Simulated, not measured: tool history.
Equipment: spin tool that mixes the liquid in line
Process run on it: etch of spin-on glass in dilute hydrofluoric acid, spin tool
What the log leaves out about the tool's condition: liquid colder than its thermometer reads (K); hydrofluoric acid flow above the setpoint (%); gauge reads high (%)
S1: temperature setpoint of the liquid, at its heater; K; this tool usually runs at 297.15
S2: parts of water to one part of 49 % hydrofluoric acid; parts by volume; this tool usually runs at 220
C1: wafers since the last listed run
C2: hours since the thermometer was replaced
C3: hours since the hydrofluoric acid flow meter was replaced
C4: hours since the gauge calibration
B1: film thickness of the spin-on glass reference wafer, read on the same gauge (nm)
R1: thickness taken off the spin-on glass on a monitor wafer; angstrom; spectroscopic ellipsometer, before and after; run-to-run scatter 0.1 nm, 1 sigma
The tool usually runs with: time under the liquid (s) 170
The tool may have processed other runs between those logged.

Run 1, hour 0.0: usual settings; C1 0; C2 1995.5; C3 1568.9; C4 1069.9; B1 89.98. Result: R1 184.1 angstrom.
Run 2, hour 115.9: usual settings; C1 605; C2 2111.4; C3 1684.8; C4 1185.8; B1 89.97. Result: R1 185.9 angstrom.
Run 3, hour 171.3: usual settings; C1 289; C2 2166.8; C3 1740.2; C4 1241.2; B1 89.98. Result: R1 184.7 angstrom.
Run 4, hour 203.4: usual settings but S1 293.65 K; C1 167; C2 2198.9; C3 1772.3; C4 1273.3; B1 89.98. Result: R1 164.0 angstrom.
Run 5, hour 265.3: usual settings but S1 293.65 K; C1 323; C2 2260.8; C3 1834.2; C4 1335.2; B1 90.03. Result: R1 163.3 angstrom.
Run 6, hour 335.2: usual settings; C1 365; C2 2330.7; C3 1904.1; C4 1405.1; B1 90.02. Result: R1 186.2 angstrom.
Run 7, hour 381.8: usual settings; C1 243; C2 2377.3; C3 1950.7; C4 1451.7; B1 90.03. Result: R1 187.6 angstrom.
Run 8, hour 424.9: usual settings; C1 225; C2 2420.4; C3 1993.8; C4 1494.8; B1 89.94. Result: R1 184.2 angstrom.
Run 9, hour 465.2: usual settings; C1 210; C2 2460.7; C3 2034.1; C4 1535.1; B1 90.02. Result: R1 185.2 angstrom.
At hour 508.7: gauge calibrated.
Run 10, hour 526.0: usual settings; C1 317; C2 2521.5; C3 2094.9; C4 17.3; B1 90.04. Result: R1 186.5 angstrom.
Run 11, hour 568.8: usual settings; C1 223; C2 2564.3; C3 2137.7; C4 60.1; B1 89.99. Result: R1 186.8 angstrom.
Run 12, hour 628.0: usual settings; C1 309; C2 2623.5; C3 2196.9; C4 119.3; B1 89.98. Result: R1 185.9 angstrom.
Run 13, hour 696.0: usual settings; C1 355; C2 2691.5; C3 2264.9; C4 187.3; B1 90.00. Result: R1 184.9 angstrom.
Run 14, hour 741.2: usual settings; C1 236; C2 2736.7; C3 2310.1; C4 232.5; B1 90.01. Result: R1 185.6 angstrom.
Run 15, hour 809.0: usual settings; C1 354; C2 2804.5; C3 2377.9; C4 300.3; B1 90.01. Result: R1 186.2 angstrom.
Run 16, hour 857.3: usual settings but S1 293.65 K, S2 175 parts by volume, time under the liquid (s) 220; C1 252; C2 2852.8; C3 2426.2; C4 348.6; B1 89.98. Result: R1 276.3 angstrom.
Run 17, hour 921.6: usual settings but S1 292.65 K, S2 300 parts by volume, time under the liquid (s) 220; C1 336; C2 2917.1; C3 2490.5; C4 412.9; B1 90.02. Result: R1 138.3 angstrom.
At hour 982.5: hydrofluoric acid flow meter replaced.
Run 18, hour 982.9: usual settings but time under the liquid (s) 115; C1 315; C2 2978.4; C3 0.4; C4 474.2; B1 89.99. Result: R1 124.6 angstrom.
At hour 1032.1: thermometer replaced.
Run 19, hour 1051.6: usual settings but S2 315 parts by volume, time under the liquid (s) 220; C1 353; C2 19.5; C3 69.1; C4 542.9; B1 90.00. Result: R1 152.7 angstrom.
Run 20, hour 1109.0: usual settings; C1 299; C2 76.9; C3 126.5; C4 600.3; B1 90.01. Result: R1 185.0 angstrom.
Run 21, hour 1161.8: usual settings but S1 298.65 K, S2 120 parts by volume, time under the liquid (s) 90; C1 275; C2 129.7; C3 179.3; C4 653.1; B1 90.02. Result: R1 213.9 angstrom.
Run 22, hour 1197.9: usual settings but S1 298.65 K, S2 120 parts by volume, time under the liquid (s) 90; C1 188; C2 165.8; C3 215.4; C4 689.2; B1 90.02. Result: R1 216.5 angstrom.
Run 23, hour 1232.1: usual settings but S1 300.15 K, S2 270 parts by volume, time under the liquid (s) 130; C1 178; C2 200.0; C3 249.6; C4 723.4; B1 89.95. Result: R1 122.0 angstrom.
Run 24, hour 1291.2: usual settings but S1 300.15 K, time under the liquid (s) 255; C1 308; C2 259.1; C3 308.7; C4 782.5; B1 90.02. Result: R1 312.5 angstrom.
Run 25, hour 1335.9: usual settings; C1 233; C2 303.8; C3 353.4; C4 827.2; B1 90.03. Result: R1 184.3 angstrom.
Run 26, hour 1402.8: usual settings but S2 315 parts by volume, time under the liquid (s) 220; C1 349; C2 370.7; C3 420.3; C4 894.1; B1 89.99. Result: R1 152.4 angstrom.
Run 27, hour 1453.8: usual settings; C1 266; C2 421.7; C3 471.3; C4 945.1; B1 90.07. Result: R1 185.4 angstrom.
Run 28, hour 1512.6: usual settings but S1 295.15 K, S2 190 parts by volume, time under the liquid (s) 130; C1 307; C2 480.5; C3 530.1; C4 1003.9; B1 90.00. Result: R1 157.7 angstrom.

3 ways to go on from here, each from the tool as it stands after run 28. What would each give?
Run A, hour 1513.1: usual settings but S2 120 parts by volume; C1 2; C2 481.0; C3 530.6; C4 1004.4; B1 ?. Result: R1 ?.
Run B, hour 1513.1: usual settings but S1 292.15 K; C1 2; C2 481.0; C3 530.6; C4 1004.4; B1 ?. Result: R1 ?.
Run C, hour 1513.1: usual settings but S1 300.15 K; C1 2; C2 481.0; C3 530.6; C4 1004.4; B1 ?. Result: R1 ?.

run     B1     R1
  A  90.01  381.7
  B  90.01  154.3
  C  90.01  207.3
Take away the tool's hidden state, keep each run's random variation, and the runs would have read:
run     R1
  A  381.7
  B  154.3
  C  207.3
